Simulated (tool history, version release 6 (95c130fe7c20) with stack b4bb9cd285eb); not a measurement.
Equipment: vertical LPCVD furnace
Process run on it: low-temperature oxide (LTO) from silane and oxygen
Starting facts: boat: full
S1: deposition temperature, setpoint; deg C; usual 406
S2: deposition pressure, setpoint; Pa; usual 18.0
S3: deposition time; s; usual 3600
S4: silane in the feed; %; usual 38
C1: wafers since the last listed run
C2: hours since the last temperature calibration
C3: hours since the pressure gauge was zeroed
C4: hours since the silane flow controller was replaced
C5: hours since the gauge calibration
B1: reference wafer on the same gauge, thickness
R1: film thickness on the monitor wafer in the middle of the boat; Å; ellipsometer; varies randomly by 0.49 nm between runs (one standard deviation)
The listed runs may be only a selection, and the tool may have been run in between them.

run   hour   S1    S2    S3  S4   C1      C2      C3      C4     C5      B1      R1
  1    0.0  406  18.0  3600  38    0  3957.5  3838.8  5217.8  519.4  263.96  3219.7
  2   18.1  406  18.0  4110  38  308  3975.6  3856.9  5235.9  537.5  264.02  3669.6
  3   30.0  406  18.0  3600  38  202  3987.5  3868.8  5247.8  549.4  263.93  3220.2
  4   42.7  406  18.0  3600  38  216  4000.2  3881.5  5260.5  562.1  264.01  3216.5
  5   61.2  406  20.0  3600  44  315  4018.7  3900.0  5279.0  580.6  264.03  4268.5
      85.7  -- thermocouples replaced and temperature profile calibrated
  6   86.2  406  20.0  3600  44   17     0.5  3925.0  5304.0  605.6  264.00  4076.0
  7   90.8  406  20.0  3600  44   78     5.1  3929.6  5308.6  610.2  264.19  4092.9
  8   95.4  406  19.3  3600  38   78     9.7  3934.2  5313.2  614.8  264.00  3290.3
  9  109.0  406  19.3  3600  38  231    23.3  3947.8  5326.8  628.4  263.78  3290.4
 10  124.0  406  19.3  3600  38  255    38.3  3962.8  5341.8  643.4  264.01  3289.9
     139.5  -- gauge calibrated
     152.1  -- pressure gauge zeroed
 11  152.6  406  18.0  3090  38   78    66.9     0.5  5370.4   13.1  264.05  2635.9
 12  157.2  415  18.0  3600  38   78    71.5     5.1  5375.0   17.7  264.08  3391.7
 13  161.8  406  18.0  3600  38   78    76.1     9.7  5379.6   22.3  264.00  3074.4
     186.5  -- silane flow controller replaced
 14  187.0  406  18.0  3600  38   20   101.3    34.9     0.5   47.5  264.07  3263.3
 15  191.6  406  19.3  4260  31   78   105.9    39.5     5.1   52.1  263.94  3157.9
 16  199.8  403  16.0  3600  38  139   114.1    47.7    13.3   60.3  263.93  2800.0
 17  213.0  415  21.3  4710  38  224   127.3    60.9    26.5   73.5  263.92  5581.7
 18  225.9  406  18.0  3600  38  219   140.2    73.8    39.4   86.4  263.95  3259.4
 19  239.3  401  16.0  3150  31  228   153.6    87.2    52.8   99.8  263.96  1827.2
 20  249.2  406  18.0  2250  32  168   163.5    97.1    62.7  109.7  264.20  1626.0
 21  258.8  396  15.3  4200  45  163   173.1   106.7    72.3  119.3  263.87  3536.1
 22  267.2  406  18.0  3600  38  143   181.5   115.1    80.7  127.7  263.95  3268.1

The next listed run, before its measurement:
 23  275.7  406  19.3  3600  32  144  190.0  123.6  89.2  136.2   ?   ?

{"run 23": {"B1": 264.16, "R1": 2787.6}}
Were there no unlogged condition in the tool, this run, its random variation unchanged, would have produced R1 2788.6 Å.
